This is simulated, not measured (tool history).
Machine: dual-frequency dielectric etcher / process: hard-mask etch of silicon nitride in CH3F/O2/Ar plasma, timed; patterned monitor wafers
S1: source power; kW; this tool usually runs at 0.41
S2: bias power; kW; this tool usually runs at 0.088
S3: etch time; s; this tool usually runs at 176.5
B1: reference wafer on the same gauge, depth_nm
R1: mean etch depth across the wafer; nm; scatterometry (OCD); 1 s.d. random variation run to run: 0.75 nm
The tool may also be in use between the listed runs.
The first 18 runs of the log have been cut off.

run   hour    S1     S2     S3     B1     R1
 19  215.9  0.41  0.088  176.5  130.1  148.1
 20  225.6  0.41  0.088  125.5    130  104.9
 21    234  0.41  0.088  176.5    130  147.6
 22  248.3  0.32  0.104    191    130  157.2
 23  299.9  0.33  0.081  176.5  129.9  130.7
 24  311.3  0.41  0.088  176.5    130  150.3
 25  317.5  0.41  0.099  125.5  130.1  111.5
 26  329.5  0.44  0.098  150.5    130  137.8
 27  337.4  0.34  0.088  194.5    130  154.4
 28  350.1  0.47  0.088  176.5  130.1  158.2
 29  357.4  0.41  0.088  176.5  129.9  149.8
 30  365.4  0.41  0.088  176.5  129.9  149.7

Predict each of these 4 candidate next runs independently; none follows another, all start after run 30:
  A  365.9  0.41  0.088  176.5   ?   ?
  B  365.9  0.35  0.078  127.5   ?   ?
  C  365.9  0.41  0.096  176.5   ?   ?
  D  365.9  0.31  0.071  176.5   ?   ?

run     B1     R1
  A  130.1  149.7
  B  130.1   96.2
  C  130.1  155.6
  D  130.1  121.4
The same runs, with their run-to-run variation unchanged, on a tool lacking any hidden condition would have given:
run     R1
  A  141.2
  B   90.7
  C  146.7
  D  114.5
